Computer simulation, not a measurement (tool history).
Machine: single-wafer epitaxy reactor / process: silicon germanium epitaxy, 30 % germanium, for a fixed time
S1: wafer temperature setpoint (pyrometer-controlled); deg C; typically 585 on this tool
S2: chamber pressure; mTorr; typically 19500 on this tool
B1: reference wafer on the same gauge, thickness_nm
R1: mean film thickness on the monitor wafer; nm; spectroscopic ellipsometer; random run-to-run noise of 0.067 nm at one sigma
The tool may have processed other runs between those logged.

run	hour	S1	S2	B1	R1
1	0	579	19500	39.801	34.32
2	34.8	577	19500	39.797	32.607
3	42.6	577	19500	39.802	32.649
4	60.4	589	19500	39.8	42.301
5	67.7	577	21800	39.796	33.676
# hour 71.7: gauge calibrated
6	74.7	577	21800	39.805	33.646
# hour 89.4: showerhead replaced
7	89.9	585	19500	39.796	38.717
8	94.4	585	19500	39.804	38.766

Forecast run 9:
9	102.2	585	19500	?	?

{"run 9": {"B1": 39.788, "R1": 38.633}}
Had the tool carried no hidden state, the very same run would have given R1 44.65 nm.
